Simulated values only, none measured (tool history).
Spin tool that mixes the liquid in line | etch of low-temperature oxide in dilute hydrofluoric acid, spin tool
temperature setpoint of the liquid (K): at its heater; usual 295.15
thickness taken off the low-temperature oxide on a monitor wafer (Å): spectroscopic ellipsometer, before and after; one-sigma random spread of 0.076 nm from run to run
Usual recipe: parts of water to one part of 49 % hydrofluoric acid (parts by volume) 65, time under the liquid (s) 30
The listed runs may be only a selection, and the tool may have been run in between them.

| run | day | temperature setpoint of the liquid (K) | parts of water to one part of 49 % hydrofluoric acid (parts by volume) | time under the liquid (s) | wafers since the last listed run | hours since the thermometer was replaced | hours since the hydrofluoric acid flow meter was replaced | hours since the gauge calibration | read-back film thickness of the low-temperature oxide reference wafer, read on the same gauge (nm) | thickness taken off the low-temperature oxide on a monitor wafer (Å) |
|---|---|---|---|---|---|---|---|---|---|---|
| 1 | 0 | 295.15 | 65 | 30 | 0 | 1743.4 | 1214 | 415 | 150.01 | 142.2 |
| 2 | 2.154 | 295.15 | 65 | 30 | 681 | 1795.1 | 1265.7 | 466.7 | 150.01 | 141.9 |
| 3 | 3.992 | 295.15 | 65 | 30 | 581 | 1839.2 | 1309.8 | 510.8 | 149.97 | 141.2 |
| 4 | 6.958 | 295.15 | 65 | 30 | 939 | 1910.4 | 1381 | 582 | 150.01 | 141 |
| 5 | 9.321 | 295.15 | 80 | 35 | 747 | 1967.1 | 1437.7 | 638.7 | 150.02 | 130.3 |
| 6 | 11.429 | 295.15 | 80 | 35 | 667 | 2017.7 | 1488.3 | 689.3 | 150 | 130.7 |
| 7 | 12.742 | 295.15 | 80 | 35 | 415 | 2049.2 | 1519.8 | 720.8 | 150.02 | 130.1 |
| 8 | 15.671 | 295.15 | 65 | 30 | 927 | 2119.5 | 1590.1 | 791.1 | 149.98 | 139.5 |
| 9 | 17.825 | 295.15 | 65 | 30 | 681 | 2171.2 | 1641.8 | 842.8 | 150 | 138.8 |
| 10 | 18.879 | 295.15 | 65 | 30 | 333 | 2196.5 | 1667.1 | 868.1 | 149.98 | 139.2 |
| 11 | 22.629 | 298.15 | 65 | 35 | 1187 | 2286.5 | 1757.1 | 958.1 | 150.02 | 182.8 |
| 12 | 24.108 | 298.15 | 65 | 35 | 468 | 2322 | 1792.6 | 993.6 | 150.01 | 182 |
| 13 | 26.346 | 295.15 | 80 | 35 | 708 | 2375.7 | 1846.3 | 1047.3 | 150 | 129 |
| 14 | 28.546 | 295.15 | 80 | 20 | 696 | 2428.5 | 1899.1 | 1100.1 | 150 | 73.7 |
|  | 30.079 | hydrofluoric acid flow meter replaced |
|  | 30.783 | thermometer replaced |
| 15 | 30.842 | 295.15 | 65 | 30 | 700 | 1.4 | 18.3 | 1155.2 | 150 | 154.2 |
| 16 | 32.058 | 298.65 | 90 | 50 | 385 | 30.6 | 47.5 | 1184.4 | 149.99 | 204.4 |
|  | 32.771 | gauge calibrated |
| 17 | 33.442 | 295.15 | 65 | 30 | 437 | 63.8 | 80.7 | 16.1 | 149.99 | 153.5 |
| 18 | 36.075 | 291.65 | 40 | 40 | 833 | 127 | 143.9 | 79.3 | 150.01 | 297.9 |
| 19 | 39.075 | 293.65 | 40 | 40 | 949 | 199 | 215.9 | 151.3 | 150 | 319.5 |
| 20 | 40.875 | 295.15 | 65 | 30 | 569 | 242.2 | 259.1 | 194.5 | 150.02 | 152.5 |
| 21 | 42.396 | 292.15 | 65 | 30 | 481 | 278.7 | 295.6 | 231 | 150.01 | 134 |
| 22 | 44.979 | 290.65 | 65 | 30 | 817 | 340.7 | 357.6 | 293 | 149.98 | 125.9 |
| 23 | 47.504 | 297.65 | 40 | 30 | 799 | 401.3 | 418.2 | 353.6 | 149.98 | 281.7 |
| 24 | 49.079 | 290.65 | 40 | 15 | 498 | 439.1 | 456 | 391.4 | 150 | 103.8 |

Each row is a separate what-if for the run after 24, all from the same tool condition, not one after another. Results?
| A | 49.096 | 295.15 | 65 | 30 | 5 | 439.5 | 456.4 | 391.8 | ? | ? |
| B | 49.096 | 297.15 | 80 | 30 | 5 | 439.5 | 456.4 | 391.8 | ? | ? |
| C | 49.096 | 295.15 | 45 | 20 | 5 | 439.5 | 456.4 | 391.8 | ? | ? |

| run | read-back film thickness of the low-temperature oxide reference wafer, read on the same gauge (nm) | thickness taken off the low-temperature oxide on a monitor wafer (Å) |
|---|---|---|
| A | 149.99 | 150.3 |
| B | 149.99 | 130.1 |
| C | 149.99 | 148.3 |
Stripped of hidden state, with their random variation kept, the same runs would have yielded:
| run | thickness taken off the low-temperature oxide on a monitor wafer (Å) |
|---|---|
| A | 154.6 |
| B | 133.8 |
| C | 152.7 |
